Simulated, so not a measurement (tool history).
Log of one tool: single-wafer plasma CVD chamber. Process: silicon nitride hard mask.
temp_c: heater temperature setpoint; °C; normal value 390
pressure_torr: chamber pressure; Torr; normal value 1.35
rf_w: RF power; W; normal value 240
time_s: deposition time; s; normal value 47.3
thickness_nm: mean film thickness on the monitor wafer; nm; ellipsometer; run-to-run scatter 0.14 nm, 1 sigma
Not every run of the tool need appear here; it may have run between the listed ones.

| run | hour | temp_c | pressure_torr | rf_w | time_s | wafers since the last listed run | hours since the last thermocouple change | hours since the last RF generator calibration | hours since the last manometer calibration | hours since the showerhead was replaced | hours since the gauge calibration | read-back reference wafer on the same gauge, thickness_nm | thickness_nm |
|---|---|---|---|---|---|---|---|---|---|---|---|---|---|
| 1 | 0.0 | 401 | 1.27 | 240 | 47.3 | 0 | 732.4 | 2229.9 | 2268.1 | 7086.4 | 528.2 | 42.032 | 44.358 |
| 2 | 28.7 | 399 | 1.35 | 240 | 47.3 | 847 | 761.1 | 2258.6 | 2296.8 | 7115.1 | 556.9 | 42.008 | 45.387 |
| 3 | 64.5 | 390 | 1.35 | 240 | 47.3 | 1057 | 796.9 | 2294.4 | 2332.6 | 7150.9 | 592.7 | 41.952 | 45.642 |
| 4 | 102.5 | 390 | 1.35 | 240 | 47.3 | 1122 | 834.9 | 2332.4 | 2370.6 | 7188.9 | 630.7 | 41.988 | 45.795 |
| 5 | 128.1 | 390 | 1.35 | 240 | 47.3 | 755 | 860.5 | 2358.0 | 2396.2 | 7214.5 | 656.3 | 41.991 | 45.460 |
| 6 | 191.7 | 390 | 1.35 | 240 | 47.3 | 1877 | 924.1 | 2421.6 | 2459.8 | 7278.1 | 719.9 | 41.990 | 45.211 |
| 7 | 236.1 | 402 | 1.35 | 250 | 47.3 | 1311 | 968.5 | 2466.0 | 2504.2 | 7322.5 | 764.3 | 41.990 | 46.414 |
|  | 278.3 | gauge calibrated |
| 8 | 295.0 | 402 | 1.35 | 250 | 47.3 | 1739 | 1027.4 | 2524.9 | 2563.1 | 7381.4 | 16.7 | 42.003 | 46.192 |
|  | 337.1 | thermocouple changed; heater temperature recalibrated |
| 9 | 337.6 | 402 | 1.35 | 250 | 47.3 | 1021 | 0.5 | 2567.5 | 2605.7 | 7424.0 | 59.3 | 41.987 | 46.183 |
|  | 354.7 | capacitance manometer re-zeroed and calibrated |
|  | 362.0 | showerhead replaced |
| 10 | 362.5 | 382 | 1.35 | 270 | 47.3 | 284 | 25.4 | 2592.4 | 7.8 | 0.5 | 84.2 | 41.993 | 50.830 |
| 11 | 431.5 | 380 | 1.35 | 240 | 47.3 | 2037 | 94.4 | 2661.4 | 76.8 | 69.5 | 153.2 | 42.013 | 46.790 |
|  | 489.8 | RF generator calibrated |
| 12 | 490.3 | 397 | 1.46 | 285 | 40.6 | 1500 | 153.2 | 0.5 | 135.6 | 128.3 | 212.0 | 42.016 | 45.745 |
| 13 | 525.7 | 390 | 1.35 | 240 | 47.3 | 1045 | 188.6 | 35.9 | 171.0 | 163.7 | 247.4 | 42.009 | 46.718 |
| 14 | 597.5 | 390 | 1.35 | 240 | 41.5 | 2120 | 260.4 | 107.7 | 242.8 | 235.5 | 319.2 | 41.963 | 40.792 |
| 15 | 664.6 | 398 | 1.59 | 285 | 43.3 | 1981 | 327.5 | 174.8 | 309.9 | 302.6 | 386.3 | 41.965 | 50.354 |
| 16 | 695.6 | 400 | 1.35 | 285 | 47.3 | 915 | 358.5 | 205.8 | 340.9 | 333.6 | 417.3 | 42.027 | 51.823 |
| 17 | 766.4 | 400 | 1.35 | 240 | 50.3 | 2090 | 429.3 | 276.6 | 411.7 | 404.4 | 488.1 | 42.007 | 49.048 |
| 18 | 819.7 | 390 | 1.35 | 240 | 47.3 | 1573 | 482.6 | 329.9 | 465.0 | 457.7 | 541.4 | 42.006 | 46.212 |

Hidden state or all else? Some run-to-run changes of thickness_nm, split into what the settings, what came in and random variation would give without the hidden state, and what is left for the hidden state (with any gauge scatter that isn't in both results):
Unlogged tool condition in this case: wafer temperature above the value expected at the setpoint (K); delivered RF power above the setpoint (%); true pressure above the setpoint (%); gauge reads high (%).
Run 9 -> 10: temp_c 402 -> 382, rf_w 250 -> 270, capacitance manometer re-zeroed and calibrated, showerhead replaced. thickness_nm +4.647 nm: hidden state +1.245, all else +3.402.
Run 14 -> 15: temp_c 390 -> 398, pressure_torr 1.35 -> 1.59, rf_w 240 -> 285, time_s 41.5 -> 43.3. thickness_nm +9.562 nm: hidden state -0.033, all else +9.595.
